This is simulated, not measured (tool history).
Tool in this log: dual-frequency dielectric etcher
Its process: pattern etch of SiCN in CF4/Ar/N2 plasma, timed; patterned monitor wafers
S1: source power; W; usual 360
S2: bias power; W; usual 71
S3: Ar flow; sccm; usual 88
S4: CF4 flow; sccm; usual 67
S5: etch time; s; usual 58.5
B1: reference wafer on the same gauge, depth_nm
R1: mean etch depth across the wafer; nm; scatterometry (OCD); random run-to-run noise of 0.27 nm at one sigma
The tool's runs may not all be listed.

{"run": 1, "hour": 0.0, "S1": 360, "S2": 84, "S3": 88, "S4": 67, "S5": 58.5, "B1": 41.44, "R1": 46.83}
{"hour": 15.2, "done": "CF4 flow controller replaced"}
{"run": 2, "hour": 15.7, "S1": 360, "S2": 84, "S3": 88, "S4": 67, "S5": 58.5, "B1": 41.55, "R1": 46.51}
{"run": 3, "hour": 24.0, "S1": 360, "S2": 84, "S3": 88, "S4": 67, "S5": 58.5, "B1": 41.39, "R1": 46.76}
{"run": 4, "hour": 30.9, "S1": 360, "S2": 71, "S3": 88, "S4": 79, "S5": 58.5, "B1": 41.6, "R1": 45.55}
{"hour": 36.8, "done": "source power generator calibrated"}
{"run": 5, "hour": 43.3, "S1": 340, "S2": 84, "S3": 75, "S4": 67, "S5": 58.5, "B1": 41.54, "R1": 45.72}
{"hour": 67.6, "done": "upper electrode replaced"}
{"run": 6, "hour": 68.1, "S1": 290, "S2": 63, "S3": 88, "S4": 72, "S5": 58.5, "B1": 41.47, "R1": 34.65}
{"run": 7, "hour": 68.5, "S1": 360, "S2": 56, "S3": 88, "S4": 67, "S5": 71.5, "B1": 41.53, "R1": 50.66}
{"run": 8, "hour": 72.5, "S1": 360, "S2": 71, "S3": 88, "S4": 67, "S5": 58.5, "B1": 41.47, "R1": 44.78}
{"run": 9, "hour": 102.2, "S1": 360, "S2": 71, "S3": 88, "S4": 67, "S5": 58.5, "B1": 41.53, "R1": 44.61}
{"hour": 115.0, "done": "bias power generator calibrated"}
{"run": 10, "hour": 115.8, "S1": 360, "S2": 71, "S3": 88, "S4": 67, "S5": 58.5, "B1": 41.49, "R1": 44.43}
{"run": 11, "hour": 127.7, "S1": 360, "S2": 71, "S3": 88, "S4": 67, "S5": 42, "B1": 41.5, "R1": 32.3}
{"run": 12, "hour": 135.4, "S1": 300, "S2": 71, "S3": 88, "S4": 61, "S5": 47, "B1": 41.53, "R1": 29.05}
{"run": 13, "hour": 149.6, "S1": 330, "S2": 71, "S3": 95, "S4": 67, "S5": 58.5, "B1": 41.47, "R1": 40.07}
{"hour": 164.0, "done": "Ar flow controller replaced"}
{"run": 14, "hour": 197.6, "S1": 360, "S2": 71, "S3": 88, "S4": 67, "S5": 50.5, "B1": 41.57, "R1": 38.66}
{"run": 15, "hour": 207.2, "S1": 360, "S2": 63, "S3": 107, "S4": 83, "S5": 70.5, "B1": 41.54, "R1": 52.16}
{"run": 16, "hour": 219.7, "S1": 360, "S2": 71, "S3": 88, "S4": 67, "S5": 58.5, "B1": 41.5, "R1": 45.14}
{"hour": 222.9, "done": "gauge calibrated"}
{"run": 17, "hour": 235.2, "S1": 360, "S2": 71, "S3": 88, "S4": 51, "S5": 58.5, "B1": 41.51, "R1": 43.13}
{"run": 18, "hour": 242.3, "S1": 360, "S2": 71, "S3": 88, "S4": 67, "S5": 58.5, "B1": 41.5, "R1": 45.41}
{"run": 19, "hour": 253.4, "S1": 360, "S2": 66, "S3": 88, "S4": 67, "S5": 58.5, "B1": 41.49, "R1": 44.59}
{"run": 20, "hour": 268.0, "S1": 320, "S2": 71, "S3": 81, "S4": 67, "S5": 46.5, "B1": 41.42, "R1": 32.17}

Alternative continuations, all from the tool just after run 20; predict every row:
{"run": "A", "hour": 268.4, "S1": 330, "S2": 71, "S3": 88, "S4": 67, "S5": 58.5, "B1": "?", "R1": "?"}
{"run": "B", "hour": 268.4, "S1": 380, "S2": 71, "S3": 95, "S4": 67, "S5": 49.5, "B1": "?", "R1": "?"}
{"run": "C", "hour": 268.4, "S1": 440, "S2": 89, "S3": 88, "S4": 67, "S5": 51.5, "B1": "?", "R1": "?"}
{"run": "D", "hour": 268.4, "S1": 300, "S2": 71, "S3": 94, "S4": 67, "S5": 58.5, "B1": "?", "R1": "?"}
{"run": "E", "hour": 268.4, "S1": 420, "S2": 81, "S3": 88, "S4": 67, "S5": 58.5, "B1": "?", "R1": "?"}

run=A B1=41.49 R1=41.78
run=B B1=41.49 R1=40.35
run=C B1=41.49 R1=53.08
run=D B1=41.49 R1=37.12
run=E B1=41.49 R1=55.91
The same runs, with their run-to-run variation unchanged, on a tool lacking any hidden condition would have given:
run=A R1=40.68
run=B R1=39.28
run=C R1=51.67
run=D R1=36.14
run=E R1=54.43
